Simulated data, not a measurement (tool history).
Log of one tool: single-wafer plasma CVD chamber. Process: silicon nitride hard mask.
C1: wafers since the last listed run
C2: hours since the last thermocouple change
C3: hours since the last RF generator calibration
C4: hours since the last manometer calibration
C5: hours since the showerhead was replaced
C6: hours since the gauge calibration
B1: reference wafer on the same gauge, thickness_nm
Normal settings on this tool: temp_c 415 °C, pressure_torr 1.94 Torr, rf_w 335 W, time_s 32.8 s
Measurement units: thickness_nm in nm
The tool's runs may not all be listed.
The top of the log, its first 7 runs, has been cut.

Run 8, hour 373.3: usual settings; C1 467; C2 2092.2; C3 1340.1; C4 803.8; C5 3900.4; C6 466.4; B1 47.889. Result: thickness_nm 42.814 nm.
Run 9, hour 407.2: usual settings; C1 492; C2 2126.1; C3 1374; C4 837.7; C5 3934.3; C6 500.3; B1 47.772. Result: thickness_nm 42.173 nm.
Run 10, hour 440.2: usual settings; C1 479; C2 2159.1; C3 1407; C4 870.7; C5 3967.3; C6 533.3; B1 47.774. Result: thickness_nm 42.213 nm.
Run 11, hour 475: usual settings; C1 505; C2 2193.9; C3 1441.8; C4 905.5; C5 4002.1; C6 568.1; B1 47.719. Result: thickness_nm 42.229 nm.
Run 12, hour 503.7: usual settings but rf_w 355 W; C1 416; C2 2222.6; C3 1470.5; C4 934.2; C5 4030.8; C6 596.8; B1 47.771. Result: thickness_nm 43.714 nm.
Run 13, hour 567.8: usual settings but rf_w 355 W; C1 930; C2 2286.7; C3 1534.6; C4 998.3; C5 4094.9; C6 660.9; B1 47.835. Result: thickness_nm 43.856 nm.
At hour 595.2: thermocouple changed; heater temperature recalibrated.
Run 14, hour 604.3: usual settings but temp_c 423 °C, rf_w 355 W; C1 413; C2 9.1; C3 1571.1; C4 1034.8; C5 4131.4; C6 697.4; B1 47.764. Result: thickness_nm 43.724 nm.
At hour 627.9: showerhead replaced.
At hour 649.2: RF generator calibrated.
Run 15, hour 649.7: usual settings; C1 426; C2 54.5; C3 0.5; C4 1080.2; C5 21.8; C6 742.8; B1 47.798. Result: thickness_nm 45.184 nm.
Run 16, hour 685.1: usual settings but pressure_torr 2.1 Torr; C1 514; C2 89.9; C3 35.9; C4 1115.6; C5 57.2; C6 778.2; B1 47.804. Result: thickness_nm 46.003 nm.
Run 17, hour 719.4: usual settings; C1 498; C2 124.2; C3 70.2; C4 1149.9; C5 91.5; C6 812.5; B1 47.794. Result: thickness_nm 44.511 nm.
Run 18, hour 752.7: usual settings but temp_c 423 °C, pressure_torr 2.34 Torr, rf_w 305 W, time_s 38.5 s; C1 483; C2 157.5; C3 103.5; C4 1183.2; C5 124.8; C6 845.8; B1 47.788. Result: thickness_nm 51.098 nm.
At hour 799.4: gauge calibrated.
Run 19, hour 872.6: usual settings but temp_c 402 °C, rf_w 385 W, time_s 35.9 s; C1 1741; C2 277.4; C3 223.4; C4 1303.1; C5 244.7; C6 73.2; B1 47.684. Result: thickness_nm 54.136 nm.
Run 20, hour 897.8: usual settings; C1 365; C2 302.6; C3 248.6; C4 1328.3; C5 269.9; C6 98.4; B1 47.785. Result: thickness_nm 44.661 nm.
Run 21, hour 953.4: usual settings but pressure_torr 2.1 Torr; C1 807; C2 358.2; C3 304.2; C4 1383.9; C5 325.5; C6 154; B1 47.828. Result: thickness_nm 45.051 nm.
At hour 984.5: capacitance manometer re-zeroed and calibrated.
Run 22, hour 989.8: usual settings but temp_c 408 °C, pressure_torr 1.71 Torr; C1 412; C2 394.6; C3 340.6; C4 5.3; C5 361.9; C6 190.4; B1 47.776. Result: thickness_nm 42.77 nm.
Run 23, hour 1044.9: usual settings but pressure_torr 2.36 Torr; C1 800; C2 449.7; C3 395.7; C4 60.4; C5 417; C6 245.5; B1 47.864. Result: thickness_nm 46.677 nm.
Run 24, hour 1085: usual settings; C1 582; C2 489.8; C3 435.8; C4 100.5; C5 457.1; C6 285.6; B1 47.89. Result: thickness_nm 44.057 nm.
Run 25, hour 1109.5: usual settings but pressure_torr 1.73 Torr, rf_w 275 W; C1 355; C2 514.3; C3 460.3; C4 125; C5 481.6; C6 310.1; B1 47.815. Result: thickness_nm 36.247 nm.
Run 26, hour 1152.7: usual settings but time_s 35.1 s; C1 627; C2 557.5; C3 503.5; C4 168.2; C5 524.8; C6 353.3; B1 47.807. Result: thickness_nm 47.49 nm.
Run 27, hour 1180.8: usual settings but pressure_torr 2.1 Torr; C1 408; C2 585.6; C3 531.6; C4 196.3; C5 552.9; C6 381.4; B1 47.826. Result: thickness_nm 45.243 nm.
Run 28, hour 1205.7: usual settings but temp_c 404 °C, time_s 27.2 s; C1 361; C2 610.5; C3 556.5; C4 221.2; C5 577.8; C6 406.3; B1 47.853. Result: thickness_nm 36.499 nm.
Run 29, hour 1272.4: usual settings but temp_c 408 °C, pressure_torr 2.38 Torr, rf_w 300 W, time_s 29.1 s; C1 968; C2 677.2; C3 623.2; C4 287.9; C5 644.5; C6 473; B1 47.835. Result: thickness_nm 37.839 nm.
Run 30, hour 1324.1: usual settings but temp_c 402 °C, pressure_torr 2.22 Torr, time_s 29.3 s; C1 750; C2 728.9; C3 674.9; C4 339.6; C5 696.2; C6 524.7; B1 47.793. Result: thickness_nm 40.815 nm.

3 ways to go on from here, each from the tool as it stands after run 30. What would each give?
Run A, hour 1324.5: usual settings; C1 5; C2 729.3; C3 675.3; C4 340; C5 696.6; C6 525.1; B1 ?. Result: thickness_nm ?.
Run B, hour 1324.5: usual settings but time_s 28.2 s; C1 5; C2 729.3; C3 675.3; C4 340; C5 696.6; C6 525.1; B1 ?. Result: thickness_nm ?.
Run C, hour 1324.5: usual settings but temp_c 411 °C, pressure_torr 1.62 Torr, rf_w 300 W, time_s 37.4 s; C1 5; C2 729.3; C3 675.3; C4 340; C5 696.6; C6 525.1; B1 ?. Result: thickness_nm ?.

run      B1  thickness_nm
  A  47.769        43.523
  B  47.769        37.432
  C  47.769        43.199
Take away the tool's hidden state, keep each run's random variation, and the runs would have read:
run  thickness_nm
  A        45.451
  B        39.091
  C        45.194

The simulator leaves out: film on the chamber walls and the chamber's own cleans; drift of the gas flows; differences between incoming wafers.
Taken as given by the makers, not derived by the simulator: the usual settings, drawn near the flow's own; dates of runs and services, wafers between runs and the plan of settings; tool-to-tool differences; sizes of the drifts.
